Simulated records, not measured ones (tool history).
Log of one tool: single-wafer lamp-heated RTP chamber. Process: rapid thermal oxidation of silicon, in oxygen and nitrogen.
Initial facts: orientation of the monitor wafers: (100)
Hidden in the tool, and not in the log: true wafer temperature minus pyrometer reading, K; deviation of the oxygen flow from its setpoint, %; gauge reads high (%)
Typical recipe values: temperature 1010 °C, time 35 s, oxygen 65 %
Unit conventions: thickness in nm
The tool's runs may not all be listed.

run	day	temperature	time	oxygen	wafers since the last listed run	wafers since the last pyrometer calibration	hours since the oxygen flow controller was replaced	hours since the gauge calibration	read-back reference wafer on the same gauge, thickness	thickness
1	0.000	1010	35	51	0	36	2662.9	261.0	3.814	4.065
2	3.217	1010	35	65	1383	1420	2740.1	338.2	3.811	4.378
3	4.479	1010	35	65	542	1963	2770.4	368.5	3.811	4.398
4	5.600	1010	35	65	481	2445	2797.3	395.4	3.803	4.408
5	6.321	1010	35	65	309	2755	2814.6	412.7	3.812	4.413
6	7.458	1010	35	65	489	3244	2841.9	440.0	3.809	4.407
7	8.088	994	26	65	270	3514	2857.0	455.1	3.808	3.538
# day 8.800: gauge calibrated
8	8.892	994	26	65	345	3860	2876.3	2.2	3.806	3.499
9	9.533	994	26	65	275	4136	2891.7	17.6	3.812	3.545
# day 10.383: pyrometer window cleaned and pyrometer calibrated
10	13.642	1010	35	41	1623	1400	2990.3	116.2	3.806	3.814
11	14.900	1010	35	41	541	1942	3020.5	146.4	3.809	3.798
12	15.575	1010	35	41	290	2232	3036.7	162.6	3.811	3.780
13	16.362	1010	35	87	338	2570	3055.6	181.5	3.807	4.828
14	16.996	1021	35	65	272	2843	3070.8	196.7	3.810	4.697
15	18.271	1010	35	65	548	3391	3101.4	227.3	3.812	4.400
16	19.246	1010	35	65	419	3810	3124.8	250.7	3.812	4.368
17	19.788	1022	35	65	232	4043	3137.8	263.7	3.808	4.783
# day 20.171: oxygen flow controller replaced
18	20.392	1010	52	36	116	4160	5.3	278.2	3.813	4.262
19	21.346	1010	35	46	410	4570	28.2	301.1	3.803	3.941
20	22.346	1033	35	65	430	5000	52.2	325.1	3.808	5.151
21	22.938	1010	35	65	254	5255	66.4	339.3	3.811	4.378
# day 23.917: pyrometer window cleaned and pyrometer calibrated
# day 24.217: gauge calibrated
22	24.229	1010	35	90	412	134	97.4	0.3	3.813	4.880
23	25.458	1023	19	49	528	662	126.9	29.8	3.811	3.474
24	25.992	1010	35	65	229	892	139.7	42.6	3.809	4.379
25	26.621	1010	43	75	270	1162	154.8	57.7	3.813	5.005

Describe how what the log doesn't record of the tool's condition differs between the last listed run preceding each entry between runs and the first listed run following it.
After run 7, before run 8: gauge calibrated (day 8.800)
  no difference in the tool's unlogged condition between these two runs
After run 9, before run 10: pyrometer window cleaned and pyrometer calibrated (day 10.383)
  no difference in the tool's unlogged condition between these two runs
After run 17, before run 18: oxygen flow controller replaced (day 20.171)
  no difference in the tool's unlogged condition between these two runs
After run 21, before run 22: pyrometer window cleaned and pyrometer calibrated (day 23.917); gauge calibrated (day 24.217)
  no difference in the tool's unlogged condition between these two runs
